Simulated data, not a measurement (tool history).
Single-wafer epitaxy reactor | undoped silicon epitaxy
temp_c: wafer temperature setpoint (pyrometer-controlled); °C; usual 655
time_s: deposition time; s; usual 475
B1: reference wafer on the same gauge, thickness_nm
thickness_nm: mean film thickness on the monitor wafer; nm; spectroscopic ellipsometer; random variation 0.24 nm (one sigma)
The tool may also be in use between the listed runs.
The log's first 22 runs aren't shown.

{"run": 23, "hour": 1073.9, "temp_c": 655, "time_s": 475, "B1": 74.773, "thickness_nm": 91.497}
{"run": 24, "hour": 1128.2, "temp_c": 655, "time_s": 475, "B1": 74.684, "thickness_nm": 91.373}
{"run": 25, "hour": 1182.6, "temp_c": 655, "time_s": 509, "B1": 74.669, "thickness_nm": 98.114}
{"run": 26, "hour": 1218.5, "temp_c": 644, "time_s": 411, "B1": 74.639, "thickness_nm": 63.719}
{"hour": 1226.0, "done": "gauge calibrated"}
{"run": 27, "hour": 1257.9, "temp_c": 655, "time_s": 475, "B1": 74.713, "thickness_nm": 91.394}
{"run": 28, "hour": 1329.5, "temp_c": 655, "time_s": 540, "B1": 74.701, "thickness_nm": 104.011}
{"run": 29, "hour": 1362.0, "temp_c": 662, "time_s": 382, "B1": 74.681, "thickness_nm": 83.871}
{"run": 30, "hour": 1425.8, "temp_c": 661, "time_s": 562, "B1": 74.69, "thickness_nm": 121.316}
{"run": 31, "hour": 1493.7, "temp_c": 650, "time_s": 475, "B1": 74.807, "thickness_nm": 82.95}
{"run": 32, "hour": 1554.4, "temp_c": 655, "time_s": 475, "B1": 74.713, "thickness_nm": 91.459}
{"run": 33, "hour": 1588.5, "temp_c": 655, "time_s": 386, "B1": 74.73, "thickness_nm": 74.283}
{"run": 34, "hour": 1650.7, "temp_c": 640, "time_s": 389, "B1": 74.706, "thickness_nm": 56.264}

3 ways to go on from here, each from the tool as it stands after run 34. What would each give?
{"run": "A", "hour": 1651.2, "temp_c": 664, "time_s": 475, "B1": "?", "thickness_nm": "?"}
{"run": "B", "hour": 1651.2, "temp_c": 655, "time_s": 513, "B1": "?", "thickness_nm": "?"}
{"run": "C", "hour": 1651.2, "temp_c": 661, "time_s": 561, "B1": "?", "thickness_nm": "?"}

run=A B1=74.685 thickness_nm=108.338
run=B B1=74.685 thickness_nm=98.775
run=C B1=74.685 thickness_nm=120.968
Without the tool's hidden state the same runs would have given:
run=A thickness_nm=109.078
run=B thickness_nm=99.46
run=C thickness_nm=121.798

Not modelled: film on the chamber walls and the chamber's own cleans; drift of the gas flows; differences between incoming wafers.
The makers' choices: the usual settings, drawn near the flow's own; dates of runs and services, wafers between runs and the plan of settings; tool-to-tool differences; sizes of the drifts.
